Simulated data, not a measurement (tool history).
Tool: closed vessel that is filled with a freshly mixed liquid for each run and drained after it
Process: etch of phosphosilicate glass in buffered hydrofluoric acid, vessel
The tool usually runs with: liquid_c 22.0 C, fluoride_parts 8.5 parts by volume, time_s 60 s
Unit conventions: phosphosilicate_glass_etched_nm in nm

run,hour,liquid_c,fluoride_parts,time_s,wafers since the last listed run,hours since the thermometer was replaced,hours since the hydrofluoric acid flow meter was replaced,hours since the gauge calibration,"read-back film thickness of the phosphosilicate glass reference wafer, read on the same gauge (nm)",phosphosilicate_glass_etched_nm
1,0.0,22.0,8.5,60,0,938.9,611.9,1426.9,100.03,442.94
2,215.3,22.0,8.5,60,29170,1154.2,827.2,1642.2,99.98,440.39
3,402.5,22.0,8.5,60,25363,1341.4,1014.4,1829.4,99.99,439.34
4,457.5,22.0,8.5,60,7451,1396.4,1069.4,1884.4,100.01,442.94
5,488.1,22.0,8.5,45,4145,1427.0,1100.0,1915.0,100.01,330.95
6,528.5,22.0,8.5,60,5473,1467.4,1140.4,1955.4,99.95,439.99
7,571.9,22.0,8.5,60,5880,1510.8,1183.8,1998.8,99.99,439.56
8,619.1,22.0,6.5,60,6395,1558.0,1231.0,2046.0,99.99,581.80
9,671.1,25.5,8.5,60,7045,1610.0,1283.0,2098.0,99.97,533.29
10,733.7,25.5,8.5,60,8481,1672.6,1345.6,2160.6,100.01,532.88
11,794.5,25.5,8.5,60,8237,1733.4,1406.4,2221.4,100.02,530.96
12,852.8,26.0,8.5,70,7898,1791.7,1464.7,2279.7,99.99,638.63
13,890.1,22.0,8.5,60,5053,1829.0,1502.0,2317.0,100.04,439.90
14,955.2,24.5,11.0,75,8820,1894.1,1567.1,2382.1,99.99,503.64
15,1027.0,22.0,7.0,35,9728,1965.9,1638.9,2453.9,100.01,313.65
16,1171.3,22.0,6.0,60,19550,2110.2,1783.2,2598.2,100.05,617.48
17,1233.2,22.0,6.0,50,8386,2172.1,1845.1,2660.1,100.00,514.91
18,1293.9,25.5,8.5,60,8224,2232.8,1905.8,2720.8,99.99,527.75
# hour 1329.1: gauge calibrated
# hour 1345.8: hydrofluoric acid flow meter replaced
19,1353.5,22.0,5.0,60,7939,2292.4,7.7,24.4,100.01,718.29
20,1399.2,24.0,9.5,60,6191,2338.1,53.4,70.1,100.02,440.36
# hour 1402.3: thermometer replaced
21,1447.1,26.5,11.5,90,6354,44.8,101.3,118.0,100.01,671.17
22,1513.6,22.0,8.5,60,9009,111.3,167.8,184.5,100.04,451.77
23,1542.7,22.0,8.5,60,3942,140.4,196.9,213.6,100.00,453.67
24,1568.2,22.0,8.5,60,3454,165.9,222.4,239.1,100.03,453.67
25,1626.4,22.0,8.5,60,7885,224.1,280.6,297.3,100.00,452.66
26,1698.2,17.5,8.5,85,9728,295.9,352.4,369.1,100.03,500.12
27,1732.1,22.0,5.5,60,4593,329.8,386.3,403.0,100.03,688.91
28,1796.0,22.0,8.5,60,8657,393.7,450.2,466.9,100.00,453.00
29,1823.2,25.0,8.5,60,3685,420.9,477.4,494.1,99.98,529.59
30,1880.6,22.0,8.5,60,7777,478.3,534.8,551.5,99.98,449.93
31,1924.4,17.5,8.5,60,5934,522.1,578.6,595.3,100.00,349.19
32,1960.8,22.0,8.5,60,4931,558.5,615.0,631.7,100.01,448.14

Here are 4 independent what-if runs from the current tool condition. What would each one return?
A,1961.5,22.0,8.5,30,94,559.2,615.7,632.4,?,?
B,1961.5,19.0,10.5,60,94,559.2,615.7,632.4,?,?
C,1961.5,23.5,8.5,50,94,559.2,615.7,632.4,?,?
D,1961.5,24.5,6.0,30,94,559.2,615.7,632.4,?,?

run,"read-back film thickness of the phosphosilicate glass reference wafer, read on the same gauge (nm)",phosphosilicate_glass_etched_nm
A,100.01,225.45
B,100.01,319.80
C,100.01,408.06
D,100.01,364.54
Without the tool's hidden state the same runs would have given:
run,phosphosilicate_glass_etched_nm
A,227.83
B,323.25
C,412.33
D,368.31
